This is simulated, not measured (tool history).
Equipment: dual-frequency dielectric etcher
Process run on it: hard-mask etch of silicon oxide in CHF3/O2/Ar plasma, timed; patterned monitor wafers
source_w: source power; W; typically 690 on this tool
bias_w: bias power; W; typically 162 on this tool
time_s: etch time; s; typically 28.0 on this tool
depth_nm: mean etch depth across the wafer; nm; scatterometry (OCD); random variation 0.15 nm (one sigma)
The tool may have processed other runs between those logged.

run	hour	source_w	bias_w	time_s	read-back reference wafer on the same gauge, depth_nm	depth_nm
1	0.0	690	162	28.0	62.9	59.3
2	53.3	690	162	28.0	63.0	59.7
3	105.9	690	162	28.0	63.1	59.6
4	157.7	690	162	28.0	63.2	59.7
5	188.3	690	162	28.0	63.3	59.8
# hour 220.1: wet clean of the chamber
6	242.1	690	162	28.0	63.4	59.8
7	286.8	690	162	28.0	63.5	60.0
8	318.8	740	162	28.0	63.5	61.0
9	355.3	800	192	28.0	63.6	65.8
10	419.1	800	192	28.0	63.8	65.9
11	455.0	570	162	28.0	63.9	58.2
# hour 474.4: bias power generator calibrated
12	488.4	570	162	28.0	64.0	58.0
# hour 522.1: gauge calibrated
13	530.6	690	162	28.0	62.1	58.8
# hour 593.8: wet clean of the chamber
14	646.3	690	162	28.0	62.1	58.8
# hour 746.8: upper electrode replaced
15	790.2	540	133	23.5	62.2	43.9
16	829.4	750	138	35.0	62.2	71.3
17	874.9	640	141	35.0	62.2	68.8
18	941.9	690	191	28.0	62.3	62.0
# hour 966.3: wet clean of the chamber
19	967.0	770	162	28.0	62.3	60.1
20	1018.0	690	162	28.0	62.4	58.9
21	1057.0	760	175	28.0	62.4	61.8
# hour 1103.6: source power generator calibrated
22	1261.0	630	151	23.5	62.7	47.7
23	1304.3	690	162	28.0	62.7	59.6
24	1334.6	840	193	28.0	62.8	65.7
25	1388.0	690	187	28.0	62.9	62.4
# hour 1428.8: wet clean of the chamber
26	1436.0	850	145	31.0	63.0	66.6
27	1477.1	690	162	28.0	63.1	59.4
28	1525.3	690	202	32.0	63.2	73.3

Predict each of these 4 candidate next runs independently; none follows another, all start after run 28:
A	1525.7	690	162	28.0	?	?
B	1525.7	690	197	28.0	?	?
C	1525.7	690	162	20.5	?	?
D	1525.7	550	135	23.0	?	?

run	read-back reference wafer on the same gauge, depth_nm	depth_nm
A	63.2	59.6
B	63.2	63.6
C	63.2	43.6
D	63.2	44.0
What these runs would have given with no unlogged condition in the tool:
run	depth_nm
A	58.8
B	62.7
C	43.0
D	43.3
